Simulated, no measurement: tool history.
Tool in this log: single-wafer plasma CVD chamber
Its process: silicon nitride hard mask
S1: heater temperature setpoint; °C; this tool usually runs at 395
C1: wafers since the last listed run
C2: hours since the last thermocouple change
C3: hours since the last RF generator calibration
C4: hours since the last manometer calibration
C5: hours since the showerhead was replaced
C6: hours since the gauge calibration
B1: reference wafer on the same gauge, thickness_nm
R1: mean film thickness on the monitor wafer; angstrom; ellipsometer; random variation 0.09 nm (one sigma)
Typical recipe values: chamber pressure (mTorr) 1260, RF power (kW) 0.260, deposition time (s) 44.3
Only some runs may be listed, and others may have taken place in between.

{"run": 1, "hour": 0.0, "S1": 395, "chamber pressure (mTorr)": 1260, "RF power (kW)": 0.26, "deposition time (s)": 44.3, "C1": 0, "C2": 1287.8, "C3": 711.2, "C4": 519.4, "C5": 5135.0, "C6": 946.2, "B1": 36.238, "R1": 416.28}
{"run": 2, "hour": 87.6, "S1": 395, "chamber pressure (mTorr)": 1260, "RF power (kW)": 0.26, "deposition time (s)": 44.3, "C1": 2338, "C2": 1375.4, "C3": 798.8, "C4": 607.0, "C5": 5222.6, "C6": 1033.8, "B1": 36.223, "R1": 416.39}
{"run": 3, "hour": 137.3, "S1": 395, "chamber pressure (mTorr)": 1260, "RF power (kW)": 0.26, "deposition time (s)": 44.3, "C1": 1326, "C2": 1425.1, "C3": 848.5, "C4": 656.7, "C5": 5272.3, "C6": 1083.5, "B1": 36.202, "R1": 414.67}
{"run": 4, "hour": 236.6, "S1": 395, "chamber pressure (mTorr)": 1260, "RF power (kW)": 0.26, "deposition time (s)": 44.3, "C1": 2650, "C2": 1524.4, "C3": 947.8, "C4": 756.0, "C5": 5371.6, "C6": 1182.8, "B1": 36.164, "R1": 414.43}
{"run": 5, "hour": 325.3, "S1": 395, "chamber pressure (mTorr)": 1260, "RF power (kW)": 0.26, "deposition time (s)": 46.7, "C1": 2367, "C2": 1613.1, "C3": 1036.5, "C4": 844.7, "C5": 5460.3, "C6": 1271.5, "B1": 36.146, "R1": 437.47}
{"run": 6, "hour": 427.6, "S1": 395, "chamber pressure (mTorr)": 1260, "RF power (kW)": 0.29, "deposition time (s)": 44.3, "C1": 2730, "C2": 1715.4, "C3": 1138.8, "C4": 947.0, "C5": 5562.6, "C6": 1373.8, "B1": 36.108, "R1": 438.29}
{"run": 7, "hour": 508.0, "S1": 395, "chamber pressure (mTorr)": 1260, "RF power (kW)": 0.29, "deposition time (s)": 44.3, "C1": 2146, "C2": 1795.8, "C3": 1219.2, "C4": 1027.4, "C5": 5643.0, "C6": 1454.2, "B1": 36.128, "R1": 437.49}
{"hour": 537.2, "done": "capacitance manometer re-zeroed and calibrated"}
{"run": 8, "hour": 570.3, "S1": 395, "chamber pressure (mTorr)": 1260, "RF power (kW)": 0.29, "deposition time (s)": 44.3, "C1": 1449, "C2": 1858.1, "C3": 1281.5, "C4": 33.1, "C5": 5705.3, "C6": 1516.5, "B1": 36.049, "R1": 436.39}
{"run": 9, "hour": 611.7, "S1": 395, "chamber pressure (mTorr)": 1260, "RF power (kW)": 0.26, "deposition time (s)": 44.3, "C1": 1105, "C2": 1899.5, "C3": 1322.9, "C4": 74.5, "C5": 5746.7, "C6": 1557.9, "B1": 36.062, "R1": 412.77}
{"run": 10, "hour": 680.6, "S1": 395, "chamber pressure (mTorr)": 1260, "RF power (kW)": 0.26, "deposition time (s)": 44.3, "C1": 1839, "C2": 1968.4, "C3": 1391.8, "C4": 143.4, "C5": 5815.6, "C6": 1626.8, "B1": 35.997, "R1": 413.3}
{"hour": 835.3, "done": "RF generator calibrated"}
{"hour": 968.4, "done": "showerhead replaced"}
{"run": 11, "hour": 984.4, "S1": 395, "chamber pressure (mTorr)": 1260, "RF power (kW)": 0.26, "deposition time (s)": 44.3, "C1": 7682, "C2": 2272.2, "C3": 149.1, "C4": 447.2, "C5": 16.0, "C6": 1930.6, "B1": 35.852, "R1": 411.14}
{"run": 12, "hour": 1077.1, "S1": 395, "chamber pressure (mTorr)": 1260, "RF power (kW)": 0.275, "deposition time (s)": 41.1, "C1": 2474, "C2": 2364.9, "C3": 241.8, "C4": 539.9, "C5": 108.7, "C6": 2023.3, "B1": 35.802, "R1": 391.04}
{"run": 13, "hour": 1135.6, "S1": 390, "chamber pressure (mTorr)": 1260, "RF power (kW)": 0.305, "deposition time (s)": 49.4, "C1": 1561, "C2": 2423.4, "C3": 300.3, "C4": 598.4, "C5": 167.2, "C6": 2081.8, "B1": 35.783, "R1": 498.2}
{"hour": 1188.9, "done": "thermocouple changed; heater temperature recalibrated"}
{"run": 14, "hour": 1239.0, "S1": 395, "chamber pressure (mTorr)": 1260, "RF power (kW)": 0.26, "deposition time (s)": 44.3, "C1": 2546, "C2": 50.1, "C3": 403.7, "C4": 701.8, "C5": 270.6, "C6": 2185.2, "B1": 35.709, "R1": 408.99}
{"hour": 1321.7, "done": "gauge calibrated"}
{"hour": 1345.4, "done": "capacitance manometer re-zeroed and calibrated"}
{"run": 15, "hour": 1345.9, "S1": 395, "chamber pressure (mTorr)": 1260, "RF power (kW)": 0.26, "deposition time (s)": 44.3, "C1": 2640, "C2": 157.0, "C3": 510.6, "C4": 0.5, "C5": 377.5, "C6": 24.2, "B1": 36.236, "R1": 416.9}
{"run": 16, "hour": 1418.1, "S1": 395, "chamber pressure (mTorr)": 1480, "RF power (kW)": 0.235, "deposition time (s)": 42.1, "C1": 1927, "C2": 229.2, "C3": 582.8, "C4": 72.7, "C5": 449.7, "C6": 96.4, "B1": 36.187, "R1": 394.05}
{"run": 17, "hour": 1461.3, "S1": 395, "chamber pressure (mTorr)": 1390, "RF power (kW)": 0.26, "deposition time (s)": 38.1, "C1": 1153, "C2": 272.4, "C3": 626.0, "C4": 115.9, "C5": 492.9, "C6": 139.6, "B1": 36.206, "R1": 369.65}
{"run": 18, "hour": 1534.8, "S1": 395, "chamber pressure (mTorr)": 1480, "RF power (kW)": 0.235, "deposition time (s)": 42.1, "C1": 1962, "C2": 345.9, "C3": 699.5, "C4": 189.4, "C5": 566.4, "C6": 213.1, "B1": 36.24, "R1": 392.04}
{"run": 19, "hour": 1623.8, "S1": 389, "chamber pressure (mTorr)": 1260, "RF power (kW)": 0.21, "deposition time (s)": 38.1, "C1": 2375, "C2": 434.9, "C3": 788.5, "C4": 278.4, "C5": 655.4, "C6": 302.1, "B1": 36.193, "R1": 322.98}
{"run": 20, "hour": 1673.7, "S1": 408, "chamber pressure (mTorr)": 1400, "RF power (kW)": 0.215, "deposition time (s)": 50.5, "C1": 1332, "C2": 484.8, "C3": 838.4, "C4": 328.3, "C5": 705.3, "C6": 352.0, "B1": 36.19, "R1": 443.35}
{"run": 21, "hour": 1781.1, "S1": 400, "chamber pressure (mTorr)": 1520, "RF power (kW)": 0.26, "deposition time (s)": 35.6, "C1": 2866, "C2": 592.2, "C3": 945.8, "C4": 435.7, "C5": 812.7, "C6": 459.4, "B1": 36.173, "R1": 351.64}
{"run": 22, "hour": 1963.9, "S1": 399, "chamber pressure (mTorr)": 1260, "RF power (kW)": 0.31, "deposition time (s)": 41.2, "C1": 4879, "C2": 775.0, "C3": 1128.6, "C4": 618.5, "C5": 995.5, "C6": 642.2, "B1": 36.144, "R1": 420.51}
{"run": 23, "hour": 2045.0, "S1": 387, "chamber pressure (mTorr)": 1260, "RF power (kW)": 0.26, "deposition time (s)": 44.3, "C1": 2164, "C2": 856.1, "C3": 1209.7, "C4": 699.6, "C5": 1076.6, "C6": 723.3, "B1": 36.157, "R1": 415.65}
{"run": 24, "hour": 2101.6, "S1": 395, "chamber pressure (mTorr)": 950, "RF power (kW)": 0.275, "deposition time (s)": 44.3, "C1": 1510, "C2": 912.7, "C3": 1266.3, "C4": 756.2, "C5": 1133.2, "C6": 779.9, "B1": 36.128, "R1": 393.08}

What if the next run were any one of these 4? Each begins from the tool's condition after run 24:
{"run": "A", "hour": 2102.0, "S1": 395, "chamber pressure (mTorr)": 1260, "RF power (kW)": 0.26, "deposition time (s)": 44.3, "C1": 10, "C2": 913.1, "C3": 1266.7, "C4": 756.6, "C5": 1133.6, "C6": 780.3, "B1": "?", "R1": "?"}
{"run": "B", "hour": 2102.0, "S1": 395, "chamber pressure (mTorr)": 1260, "RF power (kW)": 0.225, "deposition time (s)": 44.3, "C1": 10, "C2": 913.1, "C3": 1266.7, "C4": 756.6, "C5": 1133.6, "C6": 780.3, "B1": "?", "R1": "?"}
{"run": "C", "hour": 2102.0, "S1": 390, "chamber pressure (mTorr)": 1260, "RF power (kW)": 0.31, "deposition time (s)": 44.3, "C1": 10, "C2": 913.1, "C3": 1266.7, "C4": 756.6, "C5": 1133.6, "C6": 780.3, "B1": "?", "R1": "?"}
{"run": "D", "hour": 2102.0, "S1": 400, "chamber pressure (mTorr)": 1260, "RF power (kW)": 0.26, "deposition time (s)": 50.8, "C1": 10, "C2": 913.1, "C3": 1266.7, "C4": 756.6, "C5": 1133.6, "C6": 780.3, "B1": "?", "R1": "?"}

run=A B1=36.129 R1=414.75
run=B B1=36.129 R1=386.49
run=C B1=36.129 R1=453.64
run=D B1=36.129 R1=474.60
With no hidden state in the tool, these same runs would have given:
run=A R1=416.70
run=B R1=388.30
run=C R1=455.78
run=D R1=476.83
